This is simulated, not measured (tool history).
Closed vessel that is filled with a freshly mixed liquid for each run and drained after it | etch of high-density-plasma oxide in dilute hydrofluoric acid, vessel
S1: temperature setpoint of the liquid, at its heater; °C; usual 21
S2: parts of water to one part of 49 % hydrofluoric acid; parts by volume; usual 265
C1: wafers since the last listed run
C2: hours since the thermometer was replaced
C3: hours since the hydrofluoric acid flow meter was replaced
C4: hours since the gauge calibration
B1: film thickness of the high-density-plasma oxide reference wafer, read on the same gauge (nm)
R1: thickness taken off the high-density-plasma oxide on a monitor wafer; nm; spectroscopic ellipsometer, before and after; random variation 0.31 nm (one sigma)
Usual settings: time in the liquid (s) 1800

{"run": 1, "day": 0.0, "S1": 21, "S2": 265, "time in the liquid (s)": 1800, "C1": 0, "C2": 171.7, "C3": 678.3, "C4": 1398.2, "B1": 69.99, "R1": 30.86}
{"run": 2, "day": 1.512, "S1": 21, "S2": 265, "time in the liquid (s)": 1800, "C1": 1395, "C2": 208, "C3": 714.6, "C4": 1434.5, "B1": 70.02, "R1": 30.71}
{"run": 3, "day": 4.204, "S1": 21, "S2": 265, "time in the liquid (s)": 1800, "C1": 2484, "C2": 272.6, "C3": 779.2, "C4": 1499.1, "B1": 70.01, "R1": 30.79}
{"run": 4, "day": 7.054, "S1": 21, "S2": 265, "time in the liquid (s)": 2560, "C1": 2630, "C2": 341, "C3": 847.6, "C4": 1567.5, "B1": 70.01, "R1": 44.69}
{"run": 5, "day": 9.517, "S1": 21, "S2": 265, "time in the liquid (s)": 2560, "C1": 2272, "C2": 400.1, "C3": 906.7, "C4": 1626.6, "B1": 69.99, "R1": 44.27}
{"run": 6, "day": 11.362, "S1": 21, "S2": 265, "time in the liquid (s)": 2560, "C1": 1703, "C2": 444.4, "C3": 951, "C4": 1670.9, "B1": 70.01, "R1": 43.77}
{"run": 7, "day": 13.412, "S1": 21, "S2": 265, "time in the liquid (s)": 1800, "C1": 1891, "C2": 493.6, "C3": 1000.2, "C4": 1720.1, "B1": 70.02, "R1": 31.18}
{"run": 8, "day": 15.871, "S1": 21, "S2": 265, "time in the liquid (s)": 1800, "C1": 2268, "C2": 552.6, "C3": 1059.2, "C4": 1779.1, "B1": 70.05, "R1": 31.56}
{"run": 9, "day": 18.075, "S1": 18, "S2": 265, "time in the liquid (s)": 1800, "C1": 2034, "C2": 605.5, "C3": 1112.1, "C4": 1832, "B1": 70.02, "R1": 27.98}
{"run": 10, "day": 19.512, "S1": 22.5, "S2": 330, "time in the liquid (s)": 1340, "C1": 1326, "C2": 640, "C3": 1146.6, "C4": 1866.5, "B1": 70.05, "R1": 18.11}
{"run": 11, "day": 22.154, "S1": 18.5, "S2": 265, "time in the liquid (s)": 2315, "C1": 2437, "C2": 703.4, "C3": 1210, "C4": 1929.9, "B1": 70.01, "R1": 37.16}
{"day": 23.046, "done": "gauge calibrated"}
{"run": 12, "day": 24.742, "S1": 21, "S2": 265, "time in the liquid (s)": 1800, "C1": 2387, "C2": 765.5, "C3": 1272.1, "C4": 40.7, "B1": 70.01, "R1": 31.44}
{"run": 13, "day": 25.946, "S1": 19, "S2": 175, "time in the liquid (s)": 2460, "C1": 1111, "C2": 794.4, "C3": 1301, "C4": 69.6, "B1": 70, "R1": 64.82}
{"day": 26.204, "done": "hydrofluoric acid flow meter replaced"}
{"run": 14, "day": 28.725, "S1": 21, "S2": 265, "time in the liquid (s)": 1800, "C1": 2526, "C2": 861.1, "C3": 60.5, "C4": 136.3, "B1": 69.98, "R1": 33.5}
{"run": 15, "day": 31.279, "S1": 21, "S2": 265, "time in the liquid (s)": 1800, "C1": 2357, "C2": 922.4, "C3": 121.8, "C4": 197.6, "B1": 69.99, "R1": 33.44}
{"run": 16, "day": 36.588, "S1": 25, "S2": 155, "time in the liquid (s)": 1485, "C1": 4898, "C2": 1049.8, "C3": 249.2, "C4": 325, "B1": 69.96, "R1": 61.88}
{"run": 17, "day": 38.308, "S1": 17.5, "S2": 190, "time in the liquid (s)": 2145, "C1": 1588, "C2": 1091.1, "C3": 290.5, "C4": 366.3, "B1": 70.04, "R1": 51.87}
{"run": 18, "day": 39.667, "S1": 17, "S2": 225, "time in the liquid (s)": 915, "C1": 1253, "C2": 1123.7, "C3": 323.1, "C4": 398.9, "B1": 70.01, "R1": 18.02}
{"run": 19, "day": 41.033, "S1": 18, "S2": 360, "time in the liquid (s)": 1800, "C1": 1261, "C2": 1156.5, "C3": 355.9, "C4": 431.7, "B1": 69.96, "R1": 20.2}
{"run": 20, "day": 43.367, "S1": 21, "S2": 265, "time in the liquid (s)": 1800, "C1": 2153, "C2": 1212.5, "C3": 411.9, "C4": 487.7, "B1": 69.99, "R1": 33.47}
{"run": 21, "day": 45.738, "S1": 18, "S2": 265, "time in the liquid (s)": 2130, "C1": 2187, "C2": 1269.4, "C3": 468.8, "C4": 544.6, "B1": 70.02, "R1": 36.03}
{"run": 22, "day": 47.712, "S1": 21, "S2": 265, "time in the liquid (s)": 2560, "C1": 1822, "C2": 1316.8, "C3": 516.2, "C4": 592, "B1": 70.04, "R1": 47.74}
{"run": 23, "day": 49.338, "S1": 17.5, "S2": 265, "time in the liquid (s)": 1315, "C1": 1499, "C2": 1355.8, "C3": 555.2, "C4": 631, "B1": 69.97, "R1": 21.33}
{"run": 24, "day": 51.421, "S1": 21, "S2": 220, "time in the liquid (s)": 1800, "C1": 1922, "C2": 1405.8, "C3": 605.2, "C4": 681, "B1": 70, "R1": 42.49}
{"day": 51.558, "done": "thermometer replaced"}
{"run": 25, "day": 53.042, "S1": 21, "S2": 170, "time in the liquid (s)": 1800, "C1": 1457, "C2": 35.6, "C3": 644.1, "C4": 719.9, "B1": 69.99, "R1": 52.32}
{"run": 26, "day": 55.812, "S1": 21, "S2": 265, "time in the liquid (s)": 1800, "C1": 2557, "C2": 102.1, "C3": 710.6, "C4": 786.4, "B1": 69.96, "R1": 30.86}
{"run": 27, "day": 58.542, "S1": 18.5, "S2": 180, "time in the liquid (s)": 1800, "C1": 2518, "C2": 167.6, "C3": 776.1, "C4": 851.9, "B1": 70.03, "R1": 44.67}
{"run": 28, "day": 60.996, "S1": 21, "S2": 305, "time in the liquid (s)": 1800, "C1": 2264, "C2": 226.5, "C3": 835, "C4": 910.8, "B1": 70.03, "R1": 25.35}
{"run": 29, "day": 62.708, "S1": 23, "S2": 190, "time in the liquid (s)": 1800, "C1": 1580, "C2": 267.6, "C3": 876.1, "C4": 951.9, "B1": 70.01, "R1": 49.62}
{"run": 30, "day": 65.471, "S1": 21, "S2": 265, "time in the liquid (s)": 1800, "C1": 2549, "C2": 333.9, "C3": 942.4, "C4": 1018.2, "B1": 69.99, "R1": 30.98}
{"run": 31, "day": 67.888, "S1": 18.5, "S2": 265, "time in the liquid (s)": 2755, "C1": 2230, "C2": 391.9, "C3": 1000.4, "C4": 1076.2, "B1": 69.99, "R1": 42.79}
{"run": 32, "day": 70.217, "S1": 21, "S2": 265, "time in the liquid (s)": 1800, "C1": 2149, "C2": 447.8, "C3": 1056.3, "C4": 1132.1, "B1": 70.03, "R1": 30.23}
{"run": 33, "day": 72.004, "S1": 21, "S2": 265, "time in the liquid (s)": 2560, "C1": 1649, "C2": 490.7, "C3": 1099.2, "C4": 1175, "B1": 70, "R1": 43.51}

Some steps in R1 between neighbouring runs. How much of each would the tool show without its hidden state too (settings, what came in, random variation), and how much is left for the hidden state, with any gauge scatter that isn't in both results?
The hidden state here: liquid hotter than its thermometer reads (K); hydrofluoric acid flow below the setpoint (%); gauge reads high (%).
Run 12 -> 13: S1 21 -> 19, S2 265 -> 175, time in the liquid (s) 1800 -> 2460. R1 +33.38 nm: hidden state +0.69, all else +32.69.
Run 13 -> 14: S1 19 -> 21, S2 175 -> 265, time in the liquid (s) 2460 -> 1800, hydrofluoric acid flow meter replaced. R1 -31.32 nm: hidden state +1.38, all else -32.7.
Run 15 -> 16: S1 21 -> 25, S2 265 -> 155, time in the liquid (s) 1800 -> 1485. R1 +28.44 nm: hidden state +2.21, all else +26.23.
Run 17 -> 18: S1 17.5 -> 17, S2 190 -> 225, time in the liquid (s) 2145 -> 915. R1 -33.85 nm: hidden state -2.59, all else -31.26.
Run 24 -> 25: S2 220 -> 170, thermometer replaced. R1 +9.83 nm: hidden state -4.74, all else +14.57.

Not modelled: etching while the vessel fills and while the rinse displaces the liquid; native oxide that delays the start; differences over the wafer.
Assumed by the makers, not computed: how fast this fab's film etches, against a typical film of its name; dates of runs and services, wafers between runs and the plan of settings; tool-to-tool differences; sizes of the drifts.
